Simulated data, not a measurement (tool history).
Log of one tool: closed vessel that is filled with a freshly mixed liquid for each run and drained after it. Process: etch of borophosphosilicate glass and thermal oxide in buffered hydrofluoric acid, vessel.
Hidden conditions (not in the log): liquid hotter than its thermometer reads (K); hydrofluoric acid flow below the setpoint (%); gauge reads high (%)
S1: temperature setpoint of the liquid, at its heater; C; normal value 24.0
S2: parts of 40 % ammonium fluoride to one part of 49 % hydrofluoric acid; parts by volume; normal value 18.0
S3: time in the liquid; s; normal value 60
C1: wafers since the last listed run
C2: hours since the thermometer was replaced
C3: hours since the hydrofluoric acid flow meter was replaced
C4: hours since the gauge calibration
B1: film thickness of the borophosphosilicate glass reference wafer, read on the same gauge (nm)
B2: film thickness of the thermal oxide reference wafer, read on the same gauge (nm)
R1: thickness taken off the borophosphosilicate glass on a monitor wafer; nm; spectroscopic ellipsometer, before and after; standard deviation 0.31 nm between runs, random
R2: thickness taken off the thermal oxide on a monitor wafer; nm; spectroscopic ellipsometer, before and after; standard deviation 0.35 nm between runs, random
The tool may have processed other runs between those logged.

run,hour,S1,S2,S3,C1,C2,C3,C4,B1,B2,R1,R2
1,0.0,24.0,18.0,60,0,614.6,2157.4,1162.7,60.02,50.00,45.88,36.47
# hour 12.4: hydrofluoric acid flow meter replaced
2,87.5,24.0,18.0,60,10263,702.1,75.1,1250.2,60.00,50.00,50.70,40.50
3,113.5,24.0,18.0,60,3085,728.1,101.1,1276.2,60.01,49.99,51.11,39.99
4,134.8,24.0,18.0,60,2527,749.4,122.4,1297.5,60.00,50.00,51.06,40.35
5,151.5,27.0,14.5,95,1981,766.1,139.1,1314.2,60.00,50.01,116.96,93.61
6,172.5,24.0,18.0,60,2491,787.1,160.1,1335.2,59.98,50.00,50.84,40.63
7,203.8,29.0,18.0,80,3713,818.4,191.4,1366.5,60.00,49.99,88.72,69.97
8,218.8,27.0,20.5,45,1779,833.4,206.4,1381.5,60.00,49.99,39.51,31.60
9,234.9,19.5,12.5,60,1910,849.5,222.5,1397.6,60.03,50.01,56.72,45.20
10,259.1,24.0,24.5,60,2871,873.7,246.7,1421.8,60.01,50.00,39.83,31.41
11,280.9,24.0,18.0,60,2586,895.5,268.5,1443.6,60.00,50.01,50.63,40.43
12,297.2,20.5,24.0,30,1934,911.8,284.8,1459.9,59.99,49.98,16.63,13.37
13,323.4,24.0,18.0,60,3108,938.0,311.0,1486.1,60.03,50.01,50.45,39.86
# hour 327.1: gauge calibrated
14,344.3,28.0,12.0,95,2479,958.9,331.9,17.2,60.03,49.99,147.84,118.72
# hour 372.6: thermometer replaced
15,375.4,21.0,18.0,60,3571,2.8,363.0,48.3,59.97,50.01,43.10,34.04
16,402.7,24.0,23.5,60,3239,30.1,390.3,75.6,60.01,49.98,40.85,32.23
17,425.7,24.0,18.0,60,2729,53.1,413.3,98.6,59.96,50.00,50.67,39.60
18,440.6,24.0,13.5,60,1767,68.0,428.2,113.5,59.99,49.99,67.19,52.76
19,458.8,22.5,14.0,30,2159,86.2,446.4,131.7,59.99,49.97,29.73,23.43
20,488.2,27.0,21.5,50,3488,115.6,475.8,161.1,60.00,50.01,42.13,33.81
21,559.6,28.0,13.0,85,8472,187.0,547.2,232.5,59.99,50.01,120.28,96.01
22,583.3,24.0,13.0,85,2812,210.7,570.9,256.2,60.00,49.96,97.87,77.80
23,596.6,29.0,21.0,95,1578,224.0,584.2,269.5,60.01,49.97,90.15,71.79
24,611.2,29.0,21.5,35,1732,238.6,598.8,284.1,60.02,50.01,32.74,26.26
25,634.1,28.5,22.0,45,2717,261.5,621.7,307.0,60.00,50.00,40.32,32.45

Entry by entry between the runs, the difference in hidden state between the last listed run before and the first listed run after:
Between runs 1 and 2: hydrofluoric acid flow meter replaced (hour 12.4)
  hydrofluoric acid flow below the setpoint (%): 11.5 -> 0.357
  measured result minus the result with no hidden state, R1: -5.66 -> -0.18 nm; R2: -4.48 -> -0.14 nm
Between runs 13 and 14: gauge calibrated (hour 327.1)
  hydrofluoric acid flow below the setpoint (%): 1.42 -> 1.51
  measured result minus the result with no hidden state, R1: -0.71 -> -2.23 nm; R2: -0.56 -> -1.78 nm
Between runs 14 and 15: thermometer replaced (hour 372.6)
  hydrofluoric acid flow below the setpoint (%): 1.51 -> 1.65
  measured result minus the result with no hidden state, R1: -2.23 -> -0.71 nm; R2: -1.78 -> -0.57 nm
